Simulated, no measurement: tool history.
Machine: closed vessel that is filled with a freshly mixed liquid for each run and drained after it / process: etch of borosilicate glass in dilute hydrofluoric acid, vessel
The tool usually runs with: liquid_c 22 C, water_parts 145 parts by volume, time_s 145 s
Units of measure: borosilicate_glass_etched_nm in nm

run   hour  liquid_c  water_parts  time_s  wafers since the last listed run  hours since the thermometer was replaced  hours since the hydrofluoric acid flow meter was replaced  hours since the gauge calibration  read-back film thickness of the borosilicate glass reference wafer, read on the same gauge (nm)  borosilicate_glass_etched_nm
  1      0        22          145     145                                 0                                    1046.5                                                      432.2                              204.6                                                                                           109.99                         30.82
  2   17.9        22          145     145                              1690                                    1064.4                                                      450.1                              222.5                                                                                              110                         31.18
  3   35.6        22          145     145                              1671                                    1082.1                                                      467.8                              240.2                                                                                           110.02                         31.27
  4     52        19          145     145                              1548                                    1098.5                                                      484.2                              256.6                                                                                           109.98                          27.5
  5   65.3        22          145     145                              1256                                    1111.8                                                      497.5                              269.9                                                                                           110.02                         30.98
  6   81.9        22          145     145                              1567                                    1128.4                                                      514.1                              286.5                                                                                              110                         31.21
  7   88.3        22          145     145                               604                                    1134.8                                                      520.5                              292.9                                                                                           110.01                         30.88
  8  100.8        22          145     145                              1180                                    1147.3                                                        533                              305.4                                                                                           109.95                         31.19
  9  110.6      23.5          190      70                               925                                    1157.1                                                      542.8                              315.2                                                                                           109.97                          11.5
     118.3  -- thermometer replaced
 10  118.8        22          115     145                               680                                       0.5                                                        551                              323.4                                                                                           109.97                         42.66
 11  124.2      25.5          100     225                               510                                       5.9                                                      556.4                              328.8                                                                                           110.01                         88.96
 12  141.3        22          125     145                              1615                                        23                                                      573.5                              345.9                                                                                           110.02                          38.9
 13  154.1        22           85     145                              1208                                      35.8                                                      586.3                              358.7                                                                                           109.99                         59.37
     155.3  -- gauge calibrated
 14  169.6        22          145     115                              1463                                      51.3                                                      601.8                               14.3                                                                                           110.02                         25.85
 15  177.8        22          125      90                               774                                      59.5                                                        610                               22.5                                                                                              110                         23.92
 16  193.2        19          200      65                              1454                                      74.9                                                      625.4                               37.9                                                                                           110.01                           8.9
 17  201.2        25          105     200                               755                                      82.9                                                      633.4                               45.9                                                                                           110.01                         73.58
 18  208.3      24.5          110      80                               670                                        90                                                      640.5                                 53                                                                                              110                         27.18
     211.3  -- hydrofluoric acid flow meter replaced
 19  214.4      25.5          145     105                               481                                      96.1                                                        3.1                               59.1                                                                                           110.01                         26.89
 20  225.3      24.5          145     145                              1029                                       107                                                         14                                 70                                                                                           109.99                         36.08
 21  238.1      20.5          195     220                              1208                                     119.8                                                       26.8                               82.8                                                                                           109.97                         33.01
 22  250.8        26          165     105                              1199                                     132.5                                                       39.5                               95.5                                                                                           110.01                         23.45
 23  257.8        22          190     185                               661                                     139.5                                                       46.5                              102.5                                                                                           110.04                         30.03
 24  266.6        22          200     145                               831                                     148.3                                                       55.3                              111.3                                                                                           109.97                         22.22
 25    283      19.5           90     145                              1548                                     164.7                                                       71.7                              127.7                                                                                           109.99                          50.9
 26  312.1        22          145      75                              2748                                     193.8                                                      100.8                              156.8                                                                                           109.96                         16.83
 27  323.9        25           90     145                              1114                                     205.6                                                      112.6                              168.6                                                                                           109.98                         62.56
 28  338.9        22          145     105                              1416                                     220.6                                                      127.6                              183.6                                                                                              110                         23.43
 29  346.3        22          145     145                               698                                       228                                                        135                                191                                                                                           109.96                         32.37
 30  359.6        25          120     180                              1256                                     241.3                                                      148.3                              204.3                                                                                           110.01                         56.37
 31  371.6        22          145     145                              1133                                     253.3                                                      160.3                              216.3                                                                                           109.98                          32.1
 32  378.8        22          145     145                               680                                     260.5                                                      167.5                              223.5                                                                                           110.03                         32.39

Here are 5 independent what-if runs from the current tool condition. What would each one return?
  A  379.5        22          170     145                                66                                     261.2                                                      168.2                              224.2                                                                                                ?                             ?
  B  379.5      23.5           80     100                                66                                     261.2                                                      168.2                              224.2                                                                                                ?                             ?
  C  379.5        22          190     145                                66                                     261.2                                                      168.2                              224.2                                                                                                ?                             ?
  D  379.5        26          215     145                                66                                     261.2                                                      168.2                              224.2                                                                                                ?                             ?
  E  379.5      18.5          205     145                                66                                     261.2                                                      168.2                              224.2                                                                                                ?                             ?

run  read-back film thickness of the borosilicate glass reference wafer, read on the same gauge (nm)  borosilicate_glass_etched_nm
  A                                                                                           109.98                         27.09
  B                                                                                           109.98                          46.7
  C                                                                                           109.98                         23.74
  D                                                                                           109.98                         23.69
  E                                                                                           109.98                         18.93
Had the tool no hidden state, the same runs would have come out as:
run  borosilicate_glass_etched_nm
  A                         27.43
  B                          47.3
  C                         24.03
  D                         23.96
  E                         19.17
